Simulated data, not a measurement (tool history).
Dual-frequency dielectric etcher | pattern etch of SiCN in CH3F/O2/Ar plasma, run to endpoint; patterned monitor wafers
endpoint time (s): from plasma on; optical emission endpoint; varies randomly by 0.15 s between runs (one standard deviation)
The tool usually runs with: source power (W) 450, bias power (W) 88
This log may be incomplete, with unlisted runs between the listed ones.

run,day,source power (W),bias power (W),"incoming incoming film thickness, nm",endpoint time (s)
1,0.000,450,88,8.56,20.2
2,0.971,450,88,8.58,20.4
3,2.075,450,88,8.55,20.1
4,3.338,450,88,8.60,19.9
5,3.883,450,88,8.67,20.5
6,5.246,480,88,8.54,19.4
# day 6.342: upper electrode replaced
7,6.362,480,88,8.56,19.2
8,7.267,490,71,8.69,21.0
# day 7.975: source power generator calibrated
9,8.754,450,88,8.55,19.7
10,9.488,560,82,8.50,18.2
11,10.858,510,78,8.57,19.3
# day 13.967: bias power generator calibrated
# day 14.592: wet clean of the chamber
12,14.862,530,98,8.59,18.4

Run 13 comes next. What will it give?
13,18.004,550,95,8.55,?

{"run 13": {"endpoint time (s)": 17.8}}
Without the tool's hidden state the same run would have given endpoint time (s) 17.8.
